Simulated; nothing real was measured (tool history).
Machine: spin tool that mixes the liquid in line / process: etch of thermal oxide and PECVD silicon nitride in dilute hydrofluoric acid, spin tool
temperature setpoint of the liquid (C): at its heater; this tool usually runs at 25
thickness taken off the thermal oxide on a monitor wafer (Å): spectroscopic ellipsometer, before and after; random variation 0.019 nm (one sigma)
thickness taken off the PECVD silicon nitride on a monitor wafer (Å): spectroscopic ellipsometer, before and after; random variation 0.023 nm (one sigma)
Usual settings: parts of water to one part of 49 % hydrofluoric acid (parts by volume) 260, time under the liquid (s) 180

| run | hour | temperature setpoint of the liquid (C) | parts of water to one part of 49 % hydrofluoric acid (parts by volume) | time under the liquid (s) | read-back film thickness of the thermal oxide reference wafer, read on the same gauge (nm) | read-back film thickness of the PECVD silicon nitride reference wafer, read on the same gauge (nm) | thickness taken off the thermal oxide on a monitor wafer (Å) | thickness taken off the PECVD silicon nitride on a monitor wafer (Å) |
|---|---|---|---|---|---|---|---|---|
| 1 | 0 | 25 | 325 | 180 | 29.986 | 109.962 | 20.56 | 9.99 |
| 2 | 16.9 | 25 | 260 | 220 | 30.034 | 110.003 | 33.68 | 15.02 |
| 3 | 29.1 | 25 | 260 | 220 | 29.992 | 110.039 | 33.59 | 15.02 |
|  | 38.7 | gauge calibrated |
| 4 | 43.1 | 25 | 260 | 180 | 30.03 | 110.03 | 27.68 | 12.34 |
| 5 | 54.1 | 25 | 260 | 180 | 30.008 | 109.989 | 27.94 | 12.36 |
| 6 | 62.5 | 25 | 260 | 180 | 30.036 | 109.987 | 27.72 | 12.55 |
| 7 | 73.5 | 25 | 260 | 180 | 29.959 | 109.987 | 27.91 | 12.48 |
| 8 | 88.2 | 25 | 260 | 180 | 30.026 | 109.991 | 28.03 | 12.75 |
| 9 | 105.4 | 22 | 335 | 280 | 29.982 | 110.018 | 28.02 | 12.69 |
| 10 | 114.4 | 25 | 260 | 285 | 29.996 | 110.018 | 44.14 | 19.34 |
| 11 | 123.4 | 22.5 | 365 | 180 | 30.018 | 109.986 | 16.53 | 7.89 |
|  | 134 | thermometer replaced |
| 12 | 137.8 | 25 | 355 | 240 | 30.025 | 109.988 | 24.87 | 12.74 |
| 13 | 148.9 | 26.5 | 260 | 130 | 29.992 | 110.016 | 21.64 | 9.59 |
| 14 | 155 | 25 | 260 | 180 | 30.003 | 110.003 | 27.92 | 12.59 |
| 15 | 165.8 | 25 | 260 | 180 | 30.032 | 110.013 | 27.94 | 12.89 |
|  | 178.2 | hydrofluoric acid flow meter replaced |
| 16 | 187.5 | 29 | 365 | 180 | 30.002 | 109.995 | 19.33 | 10.94 |
| 17 | 194.2 | 25 | 260 | 290 | 30.013 | 110.013 | 42.52 | 19.81 |
| 18 | 204.2 | 22.5 | 260 | 85 | 30.019 | 110.008 | 11.37 | 5.03 |
| 19 | 217.7 | 25 | 320 | 270 | 30.006 | 109.985 | 30.06 | 14.53 |
| 20 | 227.4 | 25 | 260 | 180 | 29.989 | 110.014 | 26.46 | 11.71 |
| 21 | 238 | 29.5 | 365 | 235 | 29.995 | 110.013 | 25.63 | 14.28 |
| 22 | 249.8 | 29 | 165 | 230 | 29.992 | 110.008 | 67.46 | 30.24 |
| 23 | 261.5 | 23 | 345 | 90 | 30.001 | 110.008 | 8.59 | 4.18 |
| 24 | 270.3 | 25 | 180 | 290 | 30.002 | 110.007 | 67.43 | 28.2 |
| 25 | 287.4 | 25 | 260 | 180 | 30.044 | 109.993 | 26.5 | 12.27 |
| 26 | 301.2 | 25 | 260 | 150 | 30.015 | 109.988 | 22.03 | 10.29 |
| 27 | 318.7 | 25 | 260 | 230 | 30.012 | 110.004 | 33.94 | 15.83 |

Alternative continuations, all from the tool just after run 27; predict every row:
| A | 319.2 | 25 | 260 | 120 | ? | ? | ? | ? |
| B | 319.2 | 20.5 | 175 | 115 | ? | ? | ? | ? |
| C | 319.2 | 22 | 165 | 245 | ? | ? | ? | ? |

| run | read-back film thickness of the thermal oxide reference wafer, read on the same gauge (nm) | read-back film thickness of the PECVD silicon nitride reference wafer, read on the same gauge (nm) | thickness taken off the thermal oxide on a monitor wafer (Å) | thickness taken off the PECVD silicon nitride on a monitor wafer (Å) |
|---|---|---|---|---|
| A | 30.029 | 110.003 | 17.76 | 8.02 |
| B | 30.029 | 110.003 | 23.32 | 8.52 |
| C | 30.029 | 110.003 | 56.44 | 21.23 |
Without the tool's hidden state the same runs would have given:
| run | thickness taken off the thermal oxide on a monitor wafer (Å) | thickness taken off the PECVD silicon nitride on a monitor wafer (Å) |
|---|---|---|
| A | 17.47 | 7.92 |
| B | 22.97 | 8.42 |
| C | 55.59 | 20.96 |
